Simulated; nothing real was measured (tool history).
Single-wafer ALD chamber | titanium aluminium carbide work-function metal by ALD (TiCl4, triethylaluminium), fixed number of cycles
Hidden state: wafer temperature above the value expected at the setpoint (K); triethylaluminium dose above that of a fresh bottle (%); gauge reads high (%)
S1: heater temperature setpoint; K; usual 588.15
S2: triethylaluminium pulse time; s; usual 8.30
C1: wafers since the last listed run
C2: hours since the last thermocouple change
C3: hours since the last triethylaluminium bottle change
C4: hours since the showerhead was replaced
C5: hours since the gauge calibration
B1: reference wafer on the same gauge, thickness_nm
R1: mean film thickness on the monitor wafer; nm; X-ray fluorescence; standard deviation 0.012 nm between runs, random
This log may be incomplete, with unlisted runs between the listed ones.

{"run": 1, "hour": 0.0, "S1": 591.15, "S2": 8.3, "C1": 0, "C2": 801.2, "C3": 640.5, "C4": 1860.9, "C5": 102.5, "B1": 2.048, "R1": 2.143}
{"run": 2, "hour": 21.0, "S1": 591.15, "S2": 8.3, "C1": 346, "C2": 822.2, "C3": 661.5, "C4": 1881.9, "C5": 123.5, "B1": 2.05, "R1": 2.126}
{"run": 3, "hour": 38.9, "S1": 591.15, "S2": 8.3, "C1": 295, "C2": 840.1, "C3": 679.4, "C4": 1899.8, "C5": 141.4, "B1": 2.049, "R1": 2.155}
{"run": 4, "hour": 54.4, "S1": 588.15, "S2": 6.26, "C1": 255, "C2": 855.6, "C3": 694.9, "C4": 1915.3, "C5": 156.9, "B1": 2.05, "R1": 1.871}
{"run": 5, "hour": 68.3, "S1": 588.15, "S2": 6.26, "C1": 229, "C2": 869.5, "C3": 708.8, "C4": 1929.2, "C5": 170.8, "B1": 2.045, "R1": 1.859}
{"run": 6, "hour": 95.1, "S1": 588.15, "S2": 6.26, "C1": 442, "C2": 896.3, "C3": 735.6, "C4": 1956.0, "C5": 197.6, "B1": 2.053, "R1": 1.871}
{"run": 7, "hour": 129.0, "S1": 588.15, "S2": 8.3, "C1": 559, "C2": 930.2, "C3": 769.5, "C4": 1989.9, "C5": 231.5, "B1": 2.044, "R1": 2.089}
{"run": 8, "hour": 149.3, "S1": 588.15, "S2": 10.63, "C1": 335, "C2": 950.5, "C3": 789.8, "C4": 2010.2, "C5": 251.8, "B1": 2.042, "R1": 2.186}
{"run": 9, "hour": 177.3, "S1": 588.15, "S2": 8.3, "C1": 462, "C2": 978.5, "C3": 817.8, "C4": 2038.2, "C5": 279.8, "B1": 2.046, "R1": 2.098}
{"run": 10, "hour": 191.8, "S1": 588.15, "S2": 8.3, "C1": 239, "C2": 993.0, "C3": 832.3, "C4": 2052.7, "C5": 294.3, "B1": 2.051, "R1": 2.097}
{"run": 11, "hour": 223.1, "S1": 595.15, "S2": 6.76, "C1": 516, "C2": 1024.3, "C3": 863.6, "C4": 2084.0, "C5": 325.6, "B1": 2.049, "R1": 1.963}
{"run": 12, "hour": 239.2, "S1": 595.15, "S2": 6.76, "C1": 265, "C2": 1040.4, "C3": 879.7, "C4": 2100.1, "C5": 341.7, "B1": 2.047, "R1": 1.969}
{"run": 13, "hour": 255.3, "S1": 595.15, "S2": 6.76, "C1": 265, "C2": 1056.5, "C3": 895.8, "C4": 2116.2, "C5": 357.8, "B1": 2.049, "R1": 1.967}
{"run": 14, "hour": 286.3, "S1": 588.15, "S2": 9.13, "C1": 511, "C2": 1087.5, "C3": 926.8, "C4": 2147.2, "C5": 388.8, "B1": 2.042, "R1": 2.136}
{"run": 15, "hour": 321.7, "S1": 588.15, "S2": 6.26, "C1": 584, "C2": 1122.9, "C3": 962.2, "C4": 2182.6, "C5": 424.2, "B1": 2.045, "R1": 1.811}
{"run": 16, "hour": 352.7, "S1": 574.15, "S2": 10.58, "C1": 511, "C2": 1153.9, "C3": 993.2, "C4": 2213.6, "C5": 455.2, "B1": 2.052, "R1": 2.077}
{"run": 17, "hour": 381.4, "S1": 588.15, "S2": 8.3, "C1": 473, "C2": 1182.6, "C3": 1021.9, "C4": 2242.3, "C5": 483.9, "B1": 2.05, "R1": 2.062}
{"run": 18, "hour": 416.8, "S1": 577.15, "S2": 7.33, "C1": 584, "C2": 1218.0, "C3": 1057.3, "C4": 2277.7, "C5": 519.3, "B1": 2.047, "R1": 1.877}
{"run": 19, "hour": 441.3, "S1": 603.15, "S2": 10.93, "C1": 404, "C2": 1242.5, "C3": 1081.8, "C4": 2302.2, "C5": 543.8, "B1": 2.046, "R1": 2.298}
{"hour": 451.4, "done": "gauge calibrated"}
{"run": 20, "hour": 469.3, "S1": 588.15, "S2": 8.3, "C1": 462, "C2": 1270.5, "C3": 1109.8, "C4": 2330.2, "C5": 17.9, "B1": 2.056, "R1": 2.034}
{"hour": 488.4, "done": "showerhead replaced"}
{"run": 21, "hour": 495.6, "S1": 588.15, "S2": 8.3, "C1": 302, "C2": 1296.8, "C3": 1136.1, "C4": 7.2, "C5": 44.2, "B1": 2.047, "R1": 2.027}
{"hour": 519.7, "done": "triethylaluminium bottle replaced"}
{"hour": 603.8, "done": "thermocouple changed; heater temperature recalibrated"}
{"run": 22, "hour": 604.3, "S1": 595.15, "S2": 5.15, "C1": 1530, "C2": 0.5, "C3": 84.6, "C4": 115.9, "C5": 152.9, "B1": 2.052, "R1": 1.727}
{"run": 23, "hour": 634.0, "S1": 575.15, "S2": 8.3, "C1": 490, "C2": 30.2, "C3": 114.3, "C4": 145.6, "C5": 182.6, "B1": 2.052, "R1": 2.065}
{"run": 24, "hour": 646.1, "S1": 588.15, "S2": 11.07, "C1": 199, "C2": 42.3, "C3": 126.4, "C4": 157.7, "C5": 194.7, "B1": 2.054, "R1": 2.25}
{"run": 25, "hour": 681.0, "S1": 582.15, "S2": 6.34, "C1": 576, "C2": 77.2, "C3": 161.3, "C4": 192.6, "C5": 229.6, "B1": 2.056, "R1": 1.891}
{"run": 26, "hour": 693.3, "S1": 575.15, "S2": 5.77, "C1": 203, "C2": 89.5, "C3": 173.6, "C4": 204.9, "C5": 241.9, "B1": 2.05, "R1": 1.745}
{"run": 27, "hour": 705.8, "S1": 575.15, "S2": 11.29, "C1": 206, "C2": 102.0, "C3": 186.1, "C4": 217.4, "C5": 254.4, "B1": 2.05, "R1": 2.139}
{"run": 28, "hour": 740.2, "S1": 575.15, "S2": 6.66, "C1": 568, "C2": 136.4, "C3": 220.5, "C4": 251.8, "C5": 288.8, "B1": 2.055, "R1": 1.887}
{"run": 29, "hour": 757.6, "S1": 582.15, "S2": 8.3, "C1": 287, "C2": 153.8, "C3": 237.9, "C4": 269.2, "C5": 306.2, "B1": 2.048, "R1": 2.09}

Forecast each of these 3 alternatives for the next run:
{"run": "A", "hour": 758.0, "S1": 588.15, "S2": 9.83, "C1": 6, "C2": 154.2, "C3": 238.3, "C4": 269.6, "C5": 306.6, "B1": "?", "R1": "?"}
{"run": "B", "hour": 758.0, "S1": 600.15, "S2": 10.22, "C1": 6, "C2": 154.2, "C3": 238.3, "C4": 269.6, "C5": 306.6, "B1": "?", "R1": "?"}
{"run": "C", "hour": 758.0, "S1": 592.15, "S2": 7.29, "C1": 6, "C2": 154.2, "C3": 238.3, "C4": 269.6, "C5": 306.6, "B1": "?", "R1": "?"}

run=A B1=2.047 R1=2.207
run=B B1=2.047 R1=2.316
run=C B1=2.047 R1=2.082
Had the tool no hidden state, the same runs would have come out as:
run=A R1=2.213
run=B R1=2.321
run=C R1=2.096
